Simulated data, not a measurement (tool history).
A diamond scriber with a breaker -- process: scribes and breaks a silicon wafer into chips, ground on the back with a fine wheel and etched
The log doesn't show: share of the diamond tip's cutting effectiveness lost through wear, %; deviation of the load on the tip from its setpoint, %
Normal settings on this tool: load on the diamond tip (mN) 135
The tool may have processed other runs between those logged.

run,hour,load on the diamond tip (mN),wafers since the last listed run,hours since the diamond tip was replaced,hours since the load on the tip was calibrated,"incoming depth of the damage left on the back of the incoming wafer, um",depth of the median crack under the scribed line (nm),chips rejected at inspection after the break (%)
1,0.0,165,0,788.1,1170.1,0.65,9030,2.81
2,18.2,135,39,806.3,1188.3,0.53,7270,2.73
3,84.4,135,143,872.5,1254.5,0.45,7100,2.79
4,98.2,135,29,886.3,1268.3,0.53,7190,2.92
5,133.6,135,76,921.7,1303.7,0.71,7080,3.01
6,155.2,135,46,943.3,1325.3,0.63,7180,3.14
7,171.2,135,34,959.3,1341.3,0.68,7150,3.06
8,202.8,135,68,990.9,1372.9,0.70,7060,3.05
9,236.8,135,73,1024.9,1406.9,0.66,7160,3.16
10,258.3,135,46,1046.4,1428.4,0.50,6930,3.38
11,286.0,135,60,1074.1,1456.1,0.61,7110,3.33
# hour 299.7: load on the tip recalibrated
12,304.8,135,36,1092.9,5.1,0.39,7990,1.61
13,325.4,135,44,1113.5,25.7,0.35,7750,1.57
14,342.6,113,37,1130.7,42.9,0.69,6590,6.18
15,365.6,102,49,1153.7,65.9,0.51,5640,13.62
16,400.0,156,74,1188.1,100.3,0.60,9070,3.56
17,425.2,135,54,1213.3,125.5,0.44,7810,1.64
18,459.0,152,73,1247.1,159.3,0.79,8690,2.72
# hour 462.5: diamond tip replaced by a new one
19,473.3,173,26,10.8,173.6,0.57,10150,6.67
20,487.5,159,30,25.0,187.8,0.33,9150,3.62
21,504.5,125,36,42.0,204.8,0.31,7190,2.87
22,527.8,107,50,65.3,228.1,0.60,5940,10.67
23,541.0,135,28,78.5,241.3,0.49,7900,1.73
24,570.3,160,63,107.8,270.6,0.76,9330,3.44
25,583.1,135,27,120.6,283.4,0.73,7760,1.75
26,614.5,169,68,152.0,314.8,0.35,9610,5.35
27,642.9,115,61,180.4,343.2,0.66,6340,6.41

3 options for the next run, each taken on its own from the tool as it stands now. Forecast them:
A,643.6,121,1,181.1,343.9,0.38,?,?
B,643.6,150,1,181.1,343.9,0.38,?,?
C,643.6,171,1,181.1,343.9,0.38,?,?

run,depth of the median crack under the scribed line (nm),chips rejected at inspection after the break (%)
A,6820,4.27
B,8570,2.08
C,9740,5.58
With no hidden state in the tool, these same runs would have given:
run,depth of the median crack under the scribed line (nm),chips rejected at inspection after the break (%)
A,7100,3.11
B,8920,2.82
C,10130,7.32
